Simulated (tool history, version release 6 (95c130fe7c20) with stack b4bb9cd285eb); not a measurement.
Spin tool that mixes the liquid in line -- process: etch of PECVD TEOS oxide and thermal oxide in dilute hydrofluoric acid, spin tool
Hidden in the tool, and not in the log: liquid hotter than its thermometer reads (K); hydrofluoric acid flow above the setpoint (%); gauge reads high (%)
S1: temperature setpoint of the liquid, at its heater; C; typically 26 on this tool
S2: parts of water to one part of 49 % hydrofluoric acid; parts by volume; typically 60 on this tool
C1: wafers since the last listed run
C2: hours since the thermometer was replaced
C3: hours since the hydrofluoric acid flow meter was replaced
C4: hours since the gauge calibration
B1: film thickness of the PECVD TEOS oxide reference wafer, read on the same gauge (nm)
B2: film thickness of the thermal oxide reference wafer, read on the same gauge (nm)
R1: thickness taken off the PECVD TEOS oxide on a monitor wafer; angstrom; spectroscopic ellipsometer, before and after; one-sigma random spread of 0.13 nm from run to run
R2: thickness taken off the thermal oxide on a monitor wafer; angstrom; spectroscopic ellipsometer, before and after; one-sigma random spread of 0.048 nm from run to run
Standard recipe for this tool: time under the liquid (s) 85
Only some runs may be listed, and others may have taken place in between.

run 1 hour=0 | S1=26 S2=60 time_under_the_liquid_(s)=100 | C1=0 C2=42.2 C3=844.9 C4=29.1 | B1=99.98 B2=130 | R1=183.5 R2=98
run 2 hour=67.2 | S1=26 S2=60 time_under_the_liquid_(s)=100 | C1=772 C2=109.4 C3=912.1 C4=96.3 | B1=100 B2=130.01 | R1=185.8 R2=98.4
run 3 hour=164.1 | S1=29 S2=60 time_under_the_liquid_(s)=85 | C1=1114 C2=206.3 C3=1009 C4=193.2 | B1=100.01 B2=130.03 | R1=177.9 R2=94.5
run 4 hour=201.6 | S1=26 S2=50 time_under_the_liquid_(s)=85 | C1=431 C2=243.8 C3=1046.5 C4=230.7 | B1=100 B2=130 | R1=190.3 R2=101.5
run 5 hour=241.2 | S1=22.5 S2=60 time_under_the_liquid_(s)=50 | C1=455 C2=283.4 C3=1086.1 C4=270.3 | B1=100 B2=129.99 | R1=80.1 R2=42.5
run 6 hour=309.7 | S1=26 S2=60 time_under_the_liquid_(s)=85 | C1=787 C2=351.9 C3=1154.6 C4=338.8 | B1=100 B2=130 | R1=157.9 R2=83.7
run 7 hour=375.5 | S1=28 S2=90 time_under_the_liquid_(s)=70 | C1=756 C2=417.7 C3=1220.4 C4=404.6 | B1=100 B2=130 | R1=88.5 R2=47.7
run 8 hour=427.6 | S1=26 S2=60 time_under_the_liquid_(s)=85 | C1=599 C2=469.8 C3=1272.5 C4=456.7 | B1=99.98 B2=130.02 | R1=158.9 R2=83.2
run 9 hour=492.9 | S1=23.5 S2=60 time_under_the_liquid_(s)=50 | C1=750 C2=535.1 C3=1337.8 C4=522 | B1=99.98 B2=130.01 | R1=84.2 R2=44.3
run 10 hour=562.6 | S1=26 S2=60 time_under_the_liquid_(s)=70 | C1=801 C2=604.8 C3=1407.5 C4=591.7 | B1=99.98 B2=130.01 | R1=128.4 R2=68.5
run 11 hour=592.4 | S1=30 S2=50 time_under_the_liquid_(s)=50 | C1=342 C2=634.6 C3=1437.3 C4=621.5 | B1=99.99 B2=130.01 | R1=132.4 R2=70.1
run 12 hour=656.7 | S1=26 S2=60 time_under_the_liquid_(s)=85 | C1=739 C2=698.9 C3=1501.6 C4=685.8 | B1=99.99 B2=130.02 | R1=157.2 R2=83.4
run 13 hour=760.7 | S1=26 S2=75 time_under_the_liquid_(s)=110 | C1=1196 C2=802.9 C3=1605.6 C4=789.8 | B1=100 B2=130.01 | R1=161.9 R2=85.4
run 14 hour=825.7 | S1=22 S2=85 time_under_the_liquid_(s)=100 | C1=747 C2=867.9 C3=1670.6 C4=854.8 | B1=100.02 B2=130.01 | R1=107.6 R2=57
run 15 hour=888 | S1=26 S2=60 time_under_the_liquid_(s)=85 | C1=716 C2=930.2 C3=1732.9 C4=917.1 | B1=100.01 B2=130 | R1=155.4 R2=83.5
-- hour=932.2 hydrofluoric acid flow meter replaced
run 16 hour=937.4 | S1=26 S2=45 time_under_the_liquid_(s)=85 | C1=556 C2=979.6 C3=5.2 C4=966.5 | B1=99.99 B2=130.02 | R1=211.9 R2=113.4
run 17 hour=962.2 | S1=26 S2=60 time_under_the_liquid_(s)=85 | C1=285 C2=1004.4 C3=30 C4=991.3 | B1=100 B2=129.99 | R1=157.1 R2=82.9
run 18 hour=1137.6 | S1=28.5 S2=60 time_under_the_liquid_(s)=85 | C1=2017 C2=1179.8 C3=205.4 C4=1166.7 | B1=100.01 B2=130 | R1=170.8 R2=91.4
run 19 hour=1184.1 | S1=24.5 S2=35 time_under_the_liquid_(s)=60 | C1=534 C2=1226.3 C3=251.9 C4=1213.2 | B1=100.01 B2=129.99 | R1=184.2 R2=98.6
run 20 hour=1227 | S1=26 S2=70 time_under_the_liquid_(s)=120 | C1=493 C2=1269.2 C3=294.8 C4=1256.1 | B1=100 B2=129.98 | R1=187.6 R2=99.2
run 21 hour=1278.5 | S1=26 S2=35 time_under_the_liquid_(s)=130 | C1=592 C2=1320.7 C3=346.3 C4=1307.6 | B1=100.01 B2=129.99 | R1=426 R2=226.7
run 22 hour=1346.2 | S1=22.5 S2=85 time_under_the_liquid_(s)=55 | C1=778 C2=1388.4 C3=414 C4=1375.3 | B1=99.99 B2=130 | R1=60.5 R2=32
run 23 hour=1414.3 | S1=26 S2=50 time_under_the_liquid_(s)=85 | C1=783 C2=1456.5 C3=482.1 C4=1443.4 | B1=100.01 B2=129.97 | R1=191.1 R2=102.1
run 24 hour=1447 | S1=30.5 S2=75 time_under_the_liquid_(s)=100 | C1=376 C2=1489.2 C3=514.8 C4=1476.1 | B1=100.01 B2=130.01 | R1=171.6 R2=91.3
run 25 hour=1482.7 | S1=26 S2=60 time_under_the_liquid_(s)=85 | C1=410 C2=1524.9 C3=550.5 C4=1511.8 | B1=99.99 B2=129.98 | R1=156.7 R2=83.4
-- hour=1494.8 gauge calibrated
run 26 hour=1540.8 | S1=26 S2=60 time_under_the_liquid_(s)=85 | C1=668 C2=1583 C3=608.6 C4=46 | B1=100.01 B2=130.01 | R1=157.7 R2=82.7
run 27 hour=1580 | S1=26 S2=60 time_under_the_liquid_(s)=85 | C1=450 C2=1622.2 C3=647.8 C4=85.2 | B1=100.01 B2=130.02 | R1=157.7 R2=83.9

3 options for the next run, each taken on its own from the tool as it stands now. Forecast them:
run A hour=1580.4 | S1=26 S2=75 time_under_the_liquid_(s)=85 | C1=4 C2=1622.6 C3=648.2 C4=85.6 | B1=? B2=? | R1=? R2=?
run B hour=1580.4 | S1=28.5 S2=50 time_under_the_liquid_(s)=85 | C1=4 C2=1622.6 C3=648.2 C4=85.6 | B1=? B2=? | R1=? R2=?
run C hour=1580.4 | S1=28.5 S2=90 time_under_the_liquid_(s)=35 | C1=4 C2=1622.6 C3=648.2 C4=85.6 | B1=? B2=? | R1=? R2=?

run=A B1=100 B2=130.01 R1=125.4 R2=65.1
run=B B1=100 B2=130.01 R1=215.1 R2=111.7
run=C B1=100 B2=130.01 R1=46.5 R2=24.1
Stripped of hidden state, with their random variation kept, the same runs would have yielded:
run=A R1=125.4 R2=65.1
run=B R1=215.1 R2=111.7
run=C R1=46.5 R2=24.1

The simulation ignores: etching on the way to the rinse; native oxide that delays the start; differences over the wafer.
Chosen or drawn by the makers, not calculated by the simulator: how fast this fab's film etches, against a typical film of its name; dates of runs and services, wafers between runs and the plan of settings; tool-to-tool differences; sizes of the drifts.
